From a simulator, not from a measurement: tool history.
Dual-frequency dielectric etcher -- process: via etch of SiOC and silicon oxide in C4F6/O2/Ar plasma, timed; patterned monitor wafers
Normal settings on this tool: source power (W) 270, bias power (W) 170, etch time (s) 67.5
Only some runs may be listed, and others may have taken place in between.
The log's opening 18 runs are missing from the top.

| run | hour | source power (W) | bias power (W) | etch time (s) | read-back reference wafer on the same gauge, depth_nm | mean etch depth across the wafer (angstrom) |
|---|---|---|---|---|---|---|
| 19 | 1015.9 | 200 | 202 | 67.5 | 67.9 | 589 |
| 20 | 1044.7 | 250 | 188 | 57.5 | 67.9 | 532 |
| 21 | 1072.9 | 270 | 170 | 67.5 | 67.9 | 626 |
| 22 | 1118.2 | 270 | 170 | 49.0 | 67.9 | 458 |
| 23 | 1177.1 | 210 | 193 | 77.0 | 67.9 | 686 |
| 24 | 1223.0 | 300 | 193 | 84.0 | 67.9 | 857 |
| 25 | 1253.6 | 270 | 170 | 67.5 | 67.9 | 641 |
| 26 | 1294.7 | 270 | 170 | 67.5 | 67.9 | 641 |
| 27 | 1328.5 | 200 | 133 | 80.5 | 67.9 | 634 |
|  | 1376.7 | wet clean of the chamber |
| 28 | 1377.2 | 240 | 208 | 47.5 | 67.9 | 444 |
| 29 | 1414.7 | 220 | 211 | 67.5 | 67.9 | 611 |
| 30 | 1444.0 | 230 | 142 | 79.5 | 67.9 | 645 |

Alternative continuations, all from the tool just after run 30; predict every row:
| A | 1444.4 | 270 | 203 | 67.5 | ? | ? |
| B | 1444.4 | 210 | 199 | 77.5 | ? | ? |
| C | 1444.4 | 230 | 188 | 76.5 | ? | ? |
| D | 1444.4 | 300 | 136 | 82.5 | ? | ? |

| run | read-back reference wafer on the same gauge, depth_nm | mean etch depth across the wafer (angstrom) |
|---|---|---|
| A | 67.9 | 651 |
| B | 67.9 | 677 |
| C | 67.9 | 678 |
| D | 67.9 | 728 |
Without the tool's hidden state the same runs would have given:
| run | mean etch depth across the wafer (angstrom) |
|---|---|
| A | 643 |
| B | 669 |
| C | 670 |
| D | 719 |
